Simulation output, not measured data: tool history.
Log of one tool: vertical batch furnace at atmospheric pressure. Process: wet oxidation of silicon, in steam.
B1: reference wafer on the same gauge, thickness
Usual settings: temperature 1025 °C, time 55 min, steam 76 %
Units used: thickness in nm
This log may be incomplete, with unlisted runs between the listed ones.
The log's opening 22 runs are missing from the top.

{"run": 23, "hour": 269.2, "temperature": 1002, "time": 55, "steam": 76, "B1": 460.85, "thickness": 378.5}
{"hour": 297.6, "done": "steam generator serviced"}
{"run": 24, "hour": 298.1, "temperature": 1025, "time": 55, "steam": 76, "B1": 461.43, "thickness": 450.52}
{"run": 25, "hour": 302.3, "temperature": 1049, "time": 47.5, "steam": 80, "B1": 460.85, "thickness": 477.94}
{"hour": 307.0, "done": "gauge calibrated"}
{"run": 26, "hour": 316.0, "temperature": 1025, "time": 55, "steam": 76, "B1": 460.98, "thickness": 448.54}
{"run": 27, "hour": 332.9, "temperature": 1045, "time": 68.5, "steam": 76, "B1": 460.97, "thickness": 560.67}
{"run": 28, "hour": 343.7, "temperature": 1025, "time": 55, "steam": 83, "B1": 460.39, "thickness": 470.34}
{"hour": 373.7, "done": "thermocouples replaced and temperature profile calibrated"}
{"run": 29, "hour": 374.2, "temperature": 1025, "time": 55, "steam": 76, "B1": 461.22, "thickness": 446.9}
{"run": 30, "hour": 378.4, "temperature": 1046, "time": 55, "steam": 64, "B1": 460.99, "thickness": 447.28}
{"run": 31, "hour": 383.0, "temperature": 1025, "time": 55, "steam": 76, "B1": 461.14, "thickness": 449.2}
{"run": 32, "hour": 411.3, "temperature": 1025, "time": 55, "steam": 69, "B1": 460.92, "thickness": 420.8}
{"run": 33, "hour": 462.0, "temperature": 1046, "time": 78, "steam": 72, "B1": 461.21, "thickness": 586.15}
{"run": 34, "hour": 474.6, "temperature": 1025, "time": 81.5, "steam": 67, "B1": 461.06, "thickness": 525.9}
{"run": 35, "hour": 491.3, "temperature": 1002, "time": 73.5, "steam": 76, "B1": 461.28, "thickness": 471.18}

Below are 5 alternative next runs, each starting from the tool's condition after run 35. Predict each:
{"run": "A", "hour": 495.6, "temperature": 1050, "time": 55, "steam": 76, "B1": "?", "thickness": "?"}
{"run": "B", "hour": 495.6, "temperature": 1018, "time": 31, "steam": 66, "B1": "?", "thickness": "?"}
{"run": "C", "hour": 495.6, "temperature": 1008, "time": 55, "steam": 68, "B1": "?", "thickness": "?"}
{"run": "D", "hour": 495.6, "temperature": 1046, "time": 65.5, "steam": 73, "B1": "?", "thickness": "?"}
{"run": "E", "hour": 495.6, "temperature": 1016, "time": 55, "steam": 87, "B1": "?", "thickness": "?"}

run=A B1=461.19 thickness=498.26
run=B B1=461.19 thickness=271.95
run=C B1=461.19 thickness=376.38
run=D B1=461.19 thickness=528.87
run=E B1=461.19 thickness=458.06
Stripped of hidden state, with their random variation kept, the same runs would have yielded:
run=A thickness=502.9
run=B thickness=274.82
run=C thickness=380.21
run=D thickness=533.78
run=E thickness=462.53
